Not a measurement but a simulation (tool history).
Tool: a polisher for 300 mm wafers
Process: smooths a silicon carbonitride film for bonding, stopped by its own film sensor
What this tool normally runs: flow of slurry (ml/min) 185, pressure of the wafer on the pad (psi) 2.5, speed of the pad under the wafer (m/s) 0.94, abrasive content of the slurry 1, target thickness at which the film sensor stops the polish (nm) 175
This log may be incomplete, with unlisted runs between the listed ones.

run	hour	flow of slurry (ml/min)	pressure of the wafer on the pad (psi)	speed of the pad under the wafer (m/s)	abrasive content of the slurry	target thickness at which the film sensor stops the polish (nm)	wafers since the last listed run	wafers polished on this pad	hours since the slurry nozzle was cleaned	hours since the head pressure was calibrated	hours since the slurry blender was calibrated	incoming thickness of the incoming film, nm	time until the film sensor stopped the polish (s)
1	0	185	2.5	0.94	1	183	0	266	229.2	681.5	299.9	210.2	110.6
2	29.1	185	2.9	0.94	1	175	225	492	258.3	710.6	329	211	134.9
3	78.3	185	2.5	0.94	1	175	381	873	307.5	759.8	378.2	208.8	135.5
4	110.2	185	2.5	0.94	1	175	247	1121	339.4	791.7	410.1	211.8	152.4
# hour 146.3: slurry blender recalibrated
5	157.9	185	2.5	0.94	1	175	354	1475	387.1	839.4	11.6	206.4	129.3
6	186.9	185	3	0.8	1	168	224	1700	416.1	868.4	40.6	210.6	169.7
# hour 213: slurry nozzle cleaned
7	243.6	185	2.5	0.94	1	175	431	2132	30.6	925.1	97.3	207.8	129.5
8	290.1	145	2.5	0.94	1.1	175	360	2493	77.1	971.6	143.8	213.7	156.2
9	323.7	185	2.9	0.76	0.75	169	260	2753	110.7	1005.2	177.4	207.5	173.6
10	385.8	185	3.1	0.94	1	175	481	3235	172.8	1067.3	239.5	208.1	112.1
11	447.6	155	2.5	0.94	1	170	479	3714	234.6	1129.1	301.3	208.5	169.2
# hour 463.1: worn pad replaced by a new one
12	484	205	2.5	1.16	0.9	183	251	161	271	1165.5	337.7	212.5	115.5
13	530.6	185	2.5	0.94	1.25	179	361	523	317.6	1212.1	384.3	206	105.2
14	557	185	2.5	0.94	1	175	204	728	344	1238.5	410.7	211.2	156
# hour 592.6: slurry blender recalibrated
15	593.1	210	2.5	0.94	1.15	175	264	992	380.1	1274.6	0.5	206	118.7
16	636	165	2.5	0.94	1	175	332	1325	423	1317.5	43.4	210.5	154.2
# hour 653.9: head pressure recalibrated
17	662.4	185	3	1.12	1.1	166	189	1514	449.4	8.5	69.8	209.9	144.5
# hour 667.8: slurry nozzle cleaned
18	705.4	185	2.5	1.1	0.75	175	325	1840	37.6	51.5	112.8	211	139.9
19	751	185	3	0.94	1	175	353	2193	83.2	97.1	158.4	208	113.5
20	813.4	210	2.5	0.94	1.1	175	483	2677	145.6	159.5	220.8	210	129.2
21	840.3	185	2.5	1.16	1	175	208	2886	172.5	186.4	247.7	212	134.4
22	888.3	230	2.5	1.24	0.7	175	372	3258	220.5	234.4	295.7	209.7	137.6
# hour 934.3: worn pad replaced by a new one
23	1011.6	185	2.5	0.94	1	175	925	599	343.8	357.7	419	212.3	157.2
24	1074.9	185	2.5	0.94	1	175	490	1090	407.1	421	482.3	211.7	155.4
25	1119	185	2.5	0.94	1	175	341	1432	451.2	465.1	526.4	208.6	145.1
# hour 1126.6: slurry blender recalibrated
26	1179.7	210	2.5	0.94	1	175	455	1887	511.9	525.8	53.1	210.6	149.2
27	1227.6	185	2.5	0.94	1	186	371	2259	559.8	573.7	101	212.6	116.5
# hour 1241.9: slurry nozzle cleaned
28	1255.5	210	2.5	0.94	1	175	208	2467	13.6	601.6	128.9	211.5	141.5
29	1308.7	145	2.5	0.94	1	175	412	2880	66.8	654.8	182.1	211.1	145.4

Alternative continuations, all from the tool just after run 29; predict every row:
A	1309.2	185	3.3	0.94	1	175	3	2884	67.3	655.3	182.6	211.3	?
B	1309.2	205	3.2	0.68	1	175	3	2884	67.3	655.3	182.6	211.3	?
C	1309.2	185	1.8	1.08	1	175	3	2884	67.3	655.3	182.6	211.3	?
D	1309.2	185	3.2	0.82	0.7	171	3	2884	67.3	655.3	182.6	211.3	?
E	1309.2	185	2.5	0.76	1	175	3	2884	67.3	655.3	182.6	211.3	?

run	time until the film sensor stopped the polish (s)
A	112.9
B	131.6
C	172.7
D	156.2
E	157.1
Stripped of hidden state, with their random variation kept, the same runs would have yielded:
run	time until the film sensor stopped the polish (s)
A	109.9
B	128.6
C	168.2
D	152.2
E	153

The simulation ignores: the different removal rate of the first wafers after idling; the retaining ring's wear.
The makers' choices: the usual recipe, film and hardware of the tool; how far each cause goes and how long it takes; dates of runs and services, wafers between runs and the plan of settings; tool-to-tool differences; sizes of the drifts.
